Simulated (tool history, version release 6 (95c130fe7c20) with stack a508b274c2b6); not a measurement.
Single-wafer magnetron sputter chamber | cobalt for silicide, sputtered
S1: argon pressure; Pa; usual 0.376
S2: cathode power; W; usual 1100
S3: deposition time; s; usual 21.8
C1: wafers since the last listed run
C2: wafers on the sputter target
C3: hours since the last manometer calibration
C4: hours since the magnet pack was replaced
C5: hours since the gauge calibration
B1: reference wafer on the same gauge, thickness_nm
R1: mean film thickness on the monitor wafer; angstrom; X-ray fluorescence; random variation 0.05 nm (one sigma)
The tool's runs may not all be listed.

{"run": 1, "hour": 0.0, "S1": 0.376, "S2": 1100, "S3": 21.8, "C1": 0, "C2": 1931, "C3": 341.9, "C4": 5824.5, "C5": 3128.4, "B1": 12.098, "R1": 112.24}
{"run": 2, "hour": 105.4, "S1": 0.292, "S2": 1100, "S3": 21.8, "C1": 1565, "C2": 3497, "C3": 447.3, "C4": 5929.9, "C5": 3233.8, "B1": 12.1, "R1": 115.46}
{"run": 3, "hour": 209.0, "S1": 0.292, "S2": 1100, "S3": 21.8, "C1": 1539, "C2": 5036, "C3": 550.9, "C4": 6033.5, "C5": 3337.4, "B1": 12.086, "R1": 115.93}
{"run": 4, "hour": 352.4, "S1": 0.292, "S2": 1100, "S3": 21.8, "C1": 2130, "C2": 7166, "C3": 694.3, "C4": 6176.9, "C5": 3480.8, "B1": 12.132, "R1": 115.43}
{"run": 5, "hour": 397.8, "S1": 0.376, "S2": 1250, "S3": 21.8, "C1": 674, "C2": 7841, "C3": 739.7, "C4": 6222.3, "C5": 3526.2, "B1": 12.103, "R1": 124.88}
{"run": 6, "hour": 457.9, "S1": 0.376, "S2": 1250, "S3": 21.8, "C1": 892, "C2": 8733, "C3": 799.8, "C4": 6282.4, "C5": 3586.3, "B1": 12.117, "R1": 125.28}
{"run": 7, "hour": 533.6, "S1": 0.376, "S2": 1250, "S3": 21.8, "C1": 1124, "C2": 9858, "C3": 875.5, "C4": 6358.1, "C5": 3662.0, "B1": 12.092, "R1": 124.61}
{"hour": 612.9, "done": "sputter target and shields replaced"}
{"run": 8, "hour": 804.7, "S1": 0.376, "S2": 1250, "S3": 24.6, "C1": 3908, "C2": 2850, "C3": 1146.6, "C4": 6629.2, "C5": 3933.1, "B1": 12.114, "R1": 140.02}
{"run": 9, "hour": 911.8, "S1": 0.376, "S2": 1250, "S3": 24.6, "C1": 1591, "C2": 4441, "C3": 1253.7, "C4": 6736.3, "C5": 4040.2, "B1": 12.105, "R1": 141.14}
{"run": 10, "hour": 961.3, "S1": 0.376, "S2": 1100, "S3": 22.7, "C1": 735, "C2": 5176, "C3": 1303.2, "C4": 6785.8, "C5": 4089.7, "B1": 12.103, "R1": 117.55}
{"run": 11, "hour": 1152.8, "S1": 0.298, "S2": 1100, "S3": 21.8, "C1": 2845, "C2": 8021, "C3": 1494.7, "C4": 6977.3, "C5": 4281.2, "B1": 12.106, "R1": 115.83}
{"hour": 1239.4, "done": "gauge calibrated"}
{"run": 12, "hour": 1249.6, "S1": 0.298, "S2": 1100, "S3": 21.8, "C1": 1438, "C2": 9459, "C3": 1591.5, "C4": 7074.1, "C5": 10.2, "B1": 12.118, "R1": 115.55}
{"run": 13, "hour": 1296.3, "S1": 0.376, "S2": 1100, "S3": 24.9, "C1": 693, "C2": 10153, "C3": 1638.2, "C4": 7120.8, "C5": 56.9, "B1": 12.069, "R1": 128.1}
{"run": 14, "hour": 1379.0, "S1": 0.45, "S2": 950, "S3": 23.3, "C1": 1228, "C2": 11382, "C3": 1720.9, "C4": 7203.5, "C5": 139.6, "B1": 12.081, "R1": 104.12}
{"run": 15, "hour": 1452.7, "S1": 0.517, "S2": 1100, "S3": 21.8, "C1": 1094, "C2": 12477, "C3": 1794.6, "C4": 7277.2, "C5": 213.3, "B1": 12.117, "R1": 107.73}
{"hour": 1496.5, "done": "sputter target and shields replaced"}
{"run": 16, "hour": 1535.3, "S1": 0.332, "S2": 850, "S3": 23.2, "C1": 1108, "C2": 576, "C3": 1877.2, "C4": 7359.8, "C5": 295.9, "B1": 12.081, "R1": 98.97}
{"run": 17, "hour": 1597.7, "S1": 0.268, "S2": 1100, "S3": 21.8, "C1": 927, "C2": 1503, "C3": 1939.6, "C4": 7422.2, "C5": 358.3, "B1": 12.102, "R1": 115.88}
{"hour": 1669.4, "done": "capacitance manometer re-zeroed and calibrated"}
{"run": 18, "hour": 1694.1, "S1": 0.376, "S2": 1150, "S3": 19.3, "C1": 1313, "C2": 2816, "C3": 24.7, "C4": 7518.6, "C5": 454.7, "B1": 12.108, "R1": 102.45}
{"run": 19, "hour": 1777.6, "S1": 0.51, "S2": 850, "S3": 21.8, "C1": 1240, "C2": 4057, "C3": 108.2, "C4": 7602.1, "C5": 538.2, "B1": 12.087, "R1": 88.83}
{"run": 20, "hour": 1860.9, "S1": 0.333, "S2": 1350, "S3": 21.8, "C1": 1237, "C2": 5294, "C3": 191.5, "C4": 7685.4, "C5": 621.5, "B1": 12.103, "R1": 133.23}
{"run": 21, "hour": 1949.2, "S1": 0.524, "S2": 1300, "S3": 18.6, "C1": 1311, "C2": 6606, "C3": 279.8, "C4": 7773.7, "C5": 709.8, "B1": 12.11, "R1": 105.33}
{"run": 22, "hour": 2050.8, "S1": 0.376, "S2": 1100, "S3": 21.8, "C1": 1509, "C2": 8116, "C3": 381.4, "C4": 7875.3, "C5": 811.4, "B1": 12.1, "R1": 112.16}
{"hour": 2116.1, "done": "magnet pack replaced"}
{"run": 23, "hour": 2154.3, "S1": 0.468, "S2": 1100, "S3": 21.8, "C1": 1418, "C2": 9534, "C3": 484.9, "C4": 38.2, "C5": 914.9, "B1": 12.084, "R1": 108.64}
{"run": 24, "hour": 2231.5, "S1": 0.499, "S2": 950, "S3": 24.5, "C1": 1146, "C2": 10681, "C3": 562.1, "C4": 115.4, "C5": 992.1, "B1": 12.075, "R1": 108.17}
{"run": 25, "hour": 2286.8, "S1": 0.236, "S2": 850, "S3": 18.3, "C1": 821, "C2": 11503, "C3": 617.4, "C4": 170.7, "C5": 1047.4, "B1": 12.111, "R1": 81.19}
{"hour": 2362.4, "done": "sputter target and shields replaced"}
{"run": 26, "hour": 2369.6, "S1": 0.305, "S2": 1200, "S3": 26.0, "C1": 1111, "C2": 106, "C3": 700.2, "C4": 253.5, "C5": 1130.2, "B1": 12.101, "R1": 146.84}
{"run": 27, "hour": 2414.1, "S1": 0.429, "S2": 1200, "S3": 19.3, "C1": 661, "C2": 767, "C3": 744.7, "C4": 298.0, "C5": 1174.7, "B1": 12.077, "R1": 103.88}
{"run": 28, "hour": 2628.9, "S1": 0.235, "S2": 1300, "S3": 23.3, "C1": 3191, "C2": 3958, "C3": 959.5, "C4": 512.8, "C5": 1389.5, "B1": 12.099, "R1": 142.61}
{"run": 29, "hour": 2716.8, "S1": 0.376, "S2": 1100, "S3": 21.8, "C1": 1305, "C2": 5264, "C3": 1047.4, "C4": 600.7, "C5": 1477.4, "B1": 12.104, "R1": 111.38}
{"run": 30, "hour": 2767.0, "S1": 0.242, "S2": 1400, "S3": 18.2, "C1": 745, "C2": 6010, "C3": 1097.6, "C4": 650.9, "C5": 1527.6, "B1": 12.095, "R1": 118.68}
{"run": 31, "hour": 2829.1, "S1": 0.376, "S2": 1100, "S3": 24.8, "C1": 922, "C2": 6932, "C3": 1159.7, "C4": 713.0, "C5": 1589.7, "B1": 12.107, "R1": 127.44}
{"run": 32, "hour": 2874.9, "S1": 0.376, "S2": 1100, "S3": 23.2, "C1": 680, "C2": 7613, "C3": 1205.5, "C4": 758.8, "C5": 1635.5, "B1": 12.104, "R1": 120.5}
{"run": 33, "hour": 2963.4, "S1": 0.332, "S2": 850, "S3": 23.2, "C1": 1314, "C2": 8928, "C3": 1294.0, "C4": 847.3, "C5": 1724.0, "B1": 12.09, "R1": 99.87}
{"run": 34, "hour": 3008.5, "S1": 0.292, "S2": 1100, "S3": 21.8, "C1": 670, "C2": 9598, "C3": 1339.1, "C4": 892.4, "C5": 1769.1, "B1": 12.093, "R1": 115.79}
{"run": 35, "hour": 3101.8, "S1": 0.514, "S2": 1000, "S3": 19.6, "C1": 1386, "C2": 10984, "C3": 1432.4, "C4": 985.7, "C5": 1862.4, "B1": 12.112, "R1": 89.66}

The tool's hidden state at each run:
deposition rate above that of a new target (%): 0 in every run
true argon pressure above the setpoint (%): 0 in every run
gauge reads high (%): 0 in every run

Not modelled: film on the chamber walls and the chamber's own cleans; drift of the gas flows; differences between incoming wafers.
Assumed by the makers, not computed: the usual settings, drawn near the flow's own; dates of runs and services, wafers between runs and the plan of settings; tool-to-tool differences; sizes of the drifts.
